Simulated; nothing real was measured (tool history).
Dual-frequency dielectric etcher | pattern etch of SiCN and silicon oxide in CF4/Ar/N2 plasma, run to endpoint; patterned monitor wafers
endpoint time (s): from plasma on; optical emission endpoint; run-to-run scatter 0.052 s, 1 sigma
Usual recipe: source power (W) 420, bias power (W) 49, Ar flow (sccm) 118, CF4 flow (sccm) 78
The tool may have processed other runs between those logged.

run   hour  source power (W)  bias power (W)  Ar flow (sccm)  CF4 flow (sccm)  incoming incoming film thickness, nm  endpoint time (s)
  1    0.0               420              49             118               78                                 11.71               17.3
  2    0.3               420              49             118               78                                 11.71               17.4
  3   12.5               420              49             118               78                                 11.60               17.3
  4   30.7               470              49             118               78                                 11.73               16.3
  5   39.7               420              52             118               78                                 11.74               17.1
  6   52.7               420              52             118               78                                 11.62               16.9
  7   77.5               420              49             118               78                                 11.72               17.2
  8   77.8               420              60             137               78                                 11.63               17.0
  9   84.2               420              49             118               91                                 11.70               16.9
 10   95.3               420              49             118               78                                 11.67               17.2
 11  104.8               420              49             118               66                                 11.61               17.6
 12  121.8               420              49             118               78                                 11.72               17.3
 13  127.9               420              49             142               78                                 11.64               17.9
 14  134.5               420              59             136               78                                 11.65               16.9
 15  181.6               420              49             139               78                                 11.79               17.9
 16  196.1               380              49             118               78                                 11.73               18.1
 17  213.5               420              49             118               78                                 11.64               17.0
 18  226.6               420              49             131               78                                 11.61               17.4
 19  235.6               380              49             137               72                                 11.70               19.0
 20  241.6               390              40              94               59                                 11.68               18.4
 21  258.3               390              58             140               62                                 11.62               18.5
 22  267.7               420              49             142               70                                 11.70               18.3
 23  276.0               420              45             144               78                                 11.73               18.3

Taken out of this log: 5 entries between the listed runs. Where each belongs, and how the hidden state differs across it:
In the gap between runs 3 and 4: bias power generator calibrated (hour 30.2)
  etch rate over this chamber's usual, %: 0.176 -> 0.277
In the gap between runs 6 and 7: upper electrode replaced (hour 77.0)
  etch rate over this chamber's usual, %: 0.4 -> 0.538
In the gap between runs 11 and 12: Ar flow controller replaced (hour 113.7)
  etch rate over this chamber's usual, %: 0.689 -> 0.784
In the gap between runs 14 and 15: CF4 flow controller replaced (hour 157.1); source power generator calibrated (hour 175.8)
  etch rate over this chamber's usual, %: 0.855 -> 1.12

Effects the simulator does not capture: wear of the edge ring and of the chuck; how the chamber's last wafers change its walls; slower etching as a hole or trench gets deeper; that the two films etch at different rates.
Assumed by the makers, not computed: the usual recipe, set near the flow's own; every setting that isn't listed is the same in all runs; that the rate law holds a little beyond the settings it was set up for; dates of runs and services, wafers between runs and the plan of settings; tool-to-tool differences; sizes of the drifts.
